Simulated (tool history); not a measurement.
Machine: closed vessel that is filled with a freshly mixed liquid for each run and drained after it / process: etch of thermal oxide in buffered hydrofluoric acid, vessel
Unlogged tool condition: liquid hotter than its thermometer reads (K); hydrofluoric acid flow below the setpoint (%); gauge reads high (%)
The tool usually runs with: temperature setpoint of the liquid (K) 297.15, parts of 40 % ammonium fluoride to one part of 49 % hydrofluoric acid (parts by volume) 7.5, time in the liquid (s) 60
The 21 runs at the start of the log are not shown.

run      day  temperature setpoint of the liquid (K)  parts of 40 % ammonium fluoride to one part of 49 % hydrofluoric acid (parts by volume)  time in the liquid (s)  wafers since the last listed run  hours since the thermometer was replaced  hours since the hydrofluoric acid flow meter was replaced  hours since the gauge calibration  read-back film thickness of the thermal oxide reference wafer, read on the same gauge (nm)  thickness taken off the thermal oxide on a monitor wafer (nm)
 22   68.471                                  294.15                                                                                      7.5                      60                              7883                                      92.1                                                      509.2                             1777.8                                                                                        38.7                                                           72.4
 23   70.392                                  297.15                                                                                      7.5                      60                              6026                                     138.2                                                      555.3                             1823.9                                                                                       38.68                                                          85.31
      74.796  -- hydrofluoric acid flow meter replaced
 24   76.258                                  297.15                                                                                      7.5                      60                             18277                                       279                                                       35.1                             1964.7                                                                                       38.55                                                          84.77
 25   78.333                                  292.65                                                                                      7.5                      60                              6510                                     328.8                                                       84.9                             2014.5                                                                                       38.52                                                          66.43
      78.979  -- gauge calibrated
 26   82.592                                  297.15                                                                                      7.5                      60                             13361                                       431                                                      187.1                               86.7                                                                                       39.94                                                          88.57
 27   86.788                                  297.15                                                                                      9.5                      60                             13165                                     531.7                                                      287.8                              187.4                                                                                       39.88                                                          69.52
 28   94.017                                  301.15                                                                                      9.5                      35                             22682                                     705.2                                                      461.3                              360.9                                                                                       39.73                                                          50.29
 29   96.379                                  301.15                                                                                      7.5                      90                              7412                                     761.9                                                        518                              417.6                                                                                       39.68                                                         161.96
 30   99.471                                  297.15                                                                                      7.5                      80                              9700                                     836.1                                                      592.2                              491.8                                                                                       39.64                                                          116.4
 31    102.9                                  293.15                                                                                      5.5                      40                             10759                                     918.4                                                      674.5                              574.1                                                                                       39.57                                                             62
     106.271  -- hydrofluoric acid flow meter replaced
 32  106.833                                  297.15                                                                                      7.5                      80                             12210                                    1012.8                                                       13.5                              668.5                                                                                       39.49                                                         116.52
 33  109.462                                  297.15                                                                                      7.5                      60                              8249                                    1075.9                                                       76.6                              731.6                                                                                       39.46                                                          86.79
 34  112.392                                  297.15                                                                                      7.5                      30                              9190                                    1146.2                                                      146.9                              801.9                                                                                        39.4                                                          43.51

3 ways to go on from here, each from the tool as it stands after run 34. What would each give?
  A  112.421                                  294.65                                                                                      7.5                      60                                91                                    1146.9                                                      147.6                              802.6                                                                                           ?                                                              ?
  B  112.421                                  297.15                                                                                     10.5                      60                                91                                    1146.9                                                      147.6                              802.6                                                                                           ?                                                              ?
  C  112.421                                  300.15                                                                                      5.5                      45                                91                                    1146.9                                                      147.6                              802.6                                                                                           ?                                                              ?

run  read-back film thickness of the thermal oxide reference wafer, read on the same gauge (nm)  thickness taken off the thermal oxide on a monitor wafer (nm)
  A                                                                                       39.41                                                          75.73
  B                                                                                       39.41                                                          63.64
  C                                                                                       39.41                                                          101.5
Stripped of hidden state, with their random variation kept, the same runs would have yielded:
run  thickness taken off the thermal oxide on a monitor wafer (nm)
  A                                                           76.9
  B                                                          64.62
  C                                                         103.06
